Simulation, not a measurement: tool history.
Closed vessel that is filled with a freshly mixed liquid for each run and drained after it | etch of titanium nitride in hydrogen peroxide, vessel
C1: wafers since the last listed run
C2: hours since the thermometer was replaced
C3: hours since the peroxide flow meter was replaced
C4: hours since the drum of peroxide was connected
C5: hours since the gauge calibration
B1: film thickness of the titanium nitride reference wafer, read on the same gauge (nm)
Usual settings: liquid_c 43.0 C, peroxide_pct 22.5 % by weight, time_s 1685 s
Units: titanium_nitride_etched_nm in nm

Run 1, day 0.000: usual settings but time_s 1405 s; C1 0; C2 541.4; C3 1711.8; C4 467.4; C5 98.4; B1 109.98. Result: titanium_nitride_etched_nm 45.56 nm.
At day 1.450: peroxide flow meter replaced.
Run 2, day 2.392: usual settings; C1 1698; C2 598.8; C3 22.6; C4 524.8; C5 155.8; B1 109.99. Result: titanium_nitride_etched_nm 55.88 nm.
Run 3, day 3.696: usual settings; C1 942; C2 630.1; C3 53.9; C4 556.1; C5 187.1; B1 110.01. Result: titanium_nitride_etched_nm 56.56 nm.
Run 4, day 5.892: usual settings but liquid_c 40.5 C; C1 1587; C2 682.8; C3 106.6; C4 608.8; C5 239.8; B1 110.01. Result: titanium_nitride_etched_nm 46.77 nm.
Run 5, day 7.029: usual settings but liquid_c 40.5 C; C1 822; C2 710.1; C3 133.9; C4 636.1; C5 267.1; B1 109.99. Result: titanium_nitride_etched_nm 46.53 nm.
At day 9.612: new drum of peroxide connected.
Run 6, day 11.071: usual settings; C1 2891; C2 807.1; C3 230.9; C4 35.0; C5 364.1; B1 110.01. Result: titanium_nitride_etched_nm 56.76 nm.
Run 7, day 13.446: usual settings but time_s 1425 s; C1 1716; C2 864.1; C3 287.9; C4 92.0; C5 421.1; B1 110.01. Result: titanium_nitride_etched_nm 48.02 nm.
Run 8, day 15.846: usual settings; C1 1734; C2 921.7; C3 345.5; C4 149.6; C5 478.7; B1 109.98. Result: titanium_nitride_etched_nm 56.71 nm.
Run 9, day 16.879: usual settings but liquid_c 50.0 C, peroxide_pct 26.5 % by weight; C1 746; C2 946.5; C3 370.3; C4 174.4; C5 503.5; B1 110.01. Result: titanium_nitride_etched_nm 98.85 nm.
Run 10, day 18.088: usual settings but time_s 2380 s; C1 873; C2 975.5; C3 399.3; C4 203.4; C5 532.5; B1 109.99. Result: titanium_nitride_etched_nm 80.75 nm.
Run 11, day 19.738: usual settings but liquid_c 52.0 C, peroxide_pct 29.0 % by weight, time_s 2130 s; C1 1192; C2 1015.1; C3 438.9; C4 243.0; C5 572.1; B1 110.02. Result: titanium_nitride_etched_nm 147.15 nm.
Run 12, day 21.212: usual settings but liquid_c 47.5 C, peroxide_pct 27.5 % by weight, time_s 1270 s; C1 1066; C2 1050.5; C3 474.3; C4 278.4; C5 607.5; B1 109.99. Result: titanium_nitride_etched_nm 62.69 nm.
Run 13, day 22.862: usual settings; C1 1192; C2 1090.1; C3 513.9; C4 318.0; C5 647.1; B1 110.00. Result: titanium_nitride_etched_nm 57.47 nm.
Run 14, day 28.492: usual settings but liquid_c 35.5 C, peroxide_pct 25.5 % by weight; C1 4068; C2 1225.2; C3 649.0; C4 453.1; C5 782.2; B1 109.99. Result: titanium_nitride_etched_nm 33.04 nm.
Run 15, day 31.025: usual settings but liquid_c 36.5 C, peroxide_pct 29.0 % by weight; C1 1830; C2 1286.0; C3 709.8; C4 513.9; C5 843.0; B1 110.01. Result: titanium_nitride_etched_nm 36.76 nm.
Run 16, day 33.721: usual settings; C1 1948; C2 1350.7; C3 774.5; C4 578.6; C5 907.7; B1 110.02. Result: titanium_nitride_etched_nm 57.93 nm.
Run 17, day 35.208: usual settings; C1 1075; C2 1386.4; C3 810.2; C4 614.3; C5 943.4; B1 109.98. Result: titanium_nitride_etched_nm 57.51 nm.
At day 37.912: thermometer replaced.
Run 18, day 38.196: usual settings but liquid_c 53.0 C; C1 2129; C2 6.8; C3 881.9; C4 686.0; C5 1015.1; B1 110.00. Result: titanium_nitride_etched_nm 112.63 nm.
At day 39.996: new drum of peroxide connected.
Run 19, day 40.017: usual settings but peroxide_pct 20.0 % by weight; C1 1285; C2 50.5; C3 925.6; C4 0.5; C5 1058.8; B1 110.00. Result: titanium_nitride_etched_nm 53.15 nm.
Run 20, day 41.067: usual settings but peroxide_pct 19.5 % by weight; C1 758; C2 75.7; C3 950.8; C4 25.7; C5 1084.0; B1 110.00. Result: titanium_nitride_etched_nm 52.48 nm.
Run 21, day 43.467: usual settings; C1 1734; C2 133.3; C3 1008.4; C4 83.3; C5 1141.6; B1 109.96. Result: titanium_nitride_etched_nm 54.75 nm.
Run 22, day 44.917: usual settings but time_s 1200 s; C1 1047; C2 168.1; C3 1043.2; C4 118.1; C5 1176.4; B1 110.01. Result: titanium_nitride_etched_nm 39.08 nm.
Run 23, day 46.088: usual settings; C1 846; C2 196.2; C3 1071.3; C4 146.2; C5 1204.5; B1 110.00. Result: titanium_nitride_etched_nm 54.80 nm.
Run 24, day 47.592: usual settings; C1 1087; C2 232.3; C3 1107.4; C4 182.3; C5 1240.6; B1 110.01. Result: titanium_nitride_etched_nm 54.85 nm.
Run 25, day 50.233: usual settings; C1 1909; C2 295.7; C3 1170.8; C4 245.7; C5 1304.0; B1 109.97. Result: titanium_nitride_etched_nm 54.83 nm.
Run 26, day 52.188: usual settings but peroxide_pct 16.5 % by weight, time_s 1280 s; C1 1412; C2 342.6; C3 1217.7; C4 292.6; C5 1350.9; B1 109.99. Result: titanium_nitride_etched_nm 39.39 nm.
Run 27, day 54.250: usual settings but peroxide_pct 27.5 % by weight, time_s 880 s; C1 1490; C2 392.1; C3 1267.2; C4 342.1; C5 1400.4; B1 109.97. Result: titanium_nitride_etched_nm 29.99 nm.
Run 28, day 56.438: usual settings but liquid_c 50.5 C, peroxide_pct 29.0 % by weight, time_s 2020 s; C1 1581; C2 444.6; C3 1319.7; C4 394.6; C5 1452.9; B1 110.00. Result: titanium_nitride_etched_nm 122.03 nm.

Hidden state or all else? Some run-to-run changes of titanium_nitride_etched_nm, split into what the settings, what came in and random variation would give without the hidden state, and what is left for the hidden state (with any gauge scatter that isn't in both results):
The hidden state here: liquid hotter than its thermometer reads (K); peroxide flow below the setpoint (%); peroxide weaker than its label (%); gauge reads high (%).
Run 11 -> 12: liquid_c 52.0 -> 47.5, peroxide_pct 29.0 -> 27.5, time_s 2130 -> 1270. titanium_nitride_etched_nm -84.46 nm: hidden state -3.18, all else -81.28.
Run 17 -> 18: liquid_c 43.0 -> 53.0, thermometer replaced. titanium_nitride_etched_nm +55.12 nm: hidden state -3.67, all else +58.79.
Run 27 -> 28: liquid_c 43.0 -> 50.5, peroxide_pct 27.5 -> 29.0, time_s 880 -> 2020. titanium_nitride_etched_nm +92.04 nm: hidden state +0.50, all else +91.54.

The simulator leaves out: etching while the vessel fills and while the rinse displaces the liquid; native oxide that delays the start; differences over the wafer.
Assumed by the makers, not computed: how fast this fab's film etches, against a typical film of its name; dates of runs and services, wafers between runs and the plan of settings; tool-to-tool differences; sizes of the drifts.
